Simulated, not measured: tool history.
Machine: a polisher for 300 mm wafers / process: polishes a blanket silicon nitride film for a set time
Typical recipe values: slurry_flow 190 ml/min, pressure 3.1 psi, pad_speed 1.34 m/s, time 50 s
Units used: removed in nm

run	hour	slurry_flow	pressure	pad_speed	time	wafers since the last listed run	wafers polished on this pad	hours since the slurry nozzle was cleaned	hours since the head pressure was calibrated	incoming thickness of the incoming film, nm	removed
1	0.0	190	3.1	1.34	50	0	149	140.2	1344.2	901.7	86.5
2	19.1	190	3.1	1.34	50	279	429	159.3	1363.3	910.0	88.0
3	25.4	190	3.1	1.34	50	92	521	165.6	1369.6	904.2	87.1
4	40.9	145	3.1	1.34	50	227	749	181.1	1385.1	889.4	82.8
5	49.7	145	3.1	1.34	50	128	878	189.9	1393.9	899.6	83.1
# hour 57.9: slurry nozzle cleaned
6	58.4	145	3.1	1.34	50	112	990	0.5	1402.6	905.5	82.9
7	66.4	190	3.1	1.44	50	117	1108	8.5	1410.6	910.8	89.3
8	80.0	190	3.1	1.44	50	199	1307	22.1	1424.2	897.0	89.3
9	88.1	190	3.1	1.44	50	118	1426	30.2	1432.3	896.7	88.2
# hour 92.4: worn pad replaced by a new one
# hour 104.8: head pressure recalibrated
10	105.1	190	3.7	1.34	50	161	156	47.2	0.3	906.8	119.7
11	117.9	190	3.7	1.34	50	187	344	60.0	13.1	902.6	118.6
12	133.1	190	3.1	1.34	50	222	567	75.2	28.3	897.6	99.3
13	140.0	190	3.1	1.34	50	101	668	82.1	35.2	884.5	98.7
14	157.4	190	3.1	1.34	50	255	923	99.5	52.6	894.5	99.0
15	172.0	235	3.1	1.34	34	213	1137	114.1	67.2	901.4	69.3
16	179.0	190	3.1	1.34	50	102	1239	121.1	74.2	901.7	99.8
# hour 196.6: worn pad replaced by a new one
17	197.1	190	3.1	1.34	50	206	7	139.2	92.3	909.2	98.2
18	206.9	235	3.8	1.68	58	143	151	149.0	102.1	892.1	163.8
19	240.9	255	3.1	0.94	50	498	649	183.0	136.1	910.7	88.2
# hour 247.8: slurry nozzle cleaned
20	251.4	190	3.1	1.34	50	139	789	3.6	146.6	886.3	98.8
21	269.3	190	2.1	1.54	50	262	1051	21.5	164.5	902.0	71.3
22	284.0	190	3.4	1.18	45	215	1266	36.2	179.2	903.4	92.7
23	293.8	190	3.1	1.34	63	143	1410	46.0	189.0	894.7	123.8
24	303.8	220	4.1	1.18	50	146	1557	56.0	199.0	901.5	123.8
25	319.2	190	3.1	0.90	50	225	1782	71.4	214.4	907.9	83.2

What does the tool deliver on the next run?
# hour 325.7: worn pad replaced by a new one
26	335.2	190	3.1	1.34	50	175	139	87.4	230.4	899.7	?

removed: 99.1 nm
The same run, on a tool lacking any hidden state, would have yielded removed 100.5 nm.
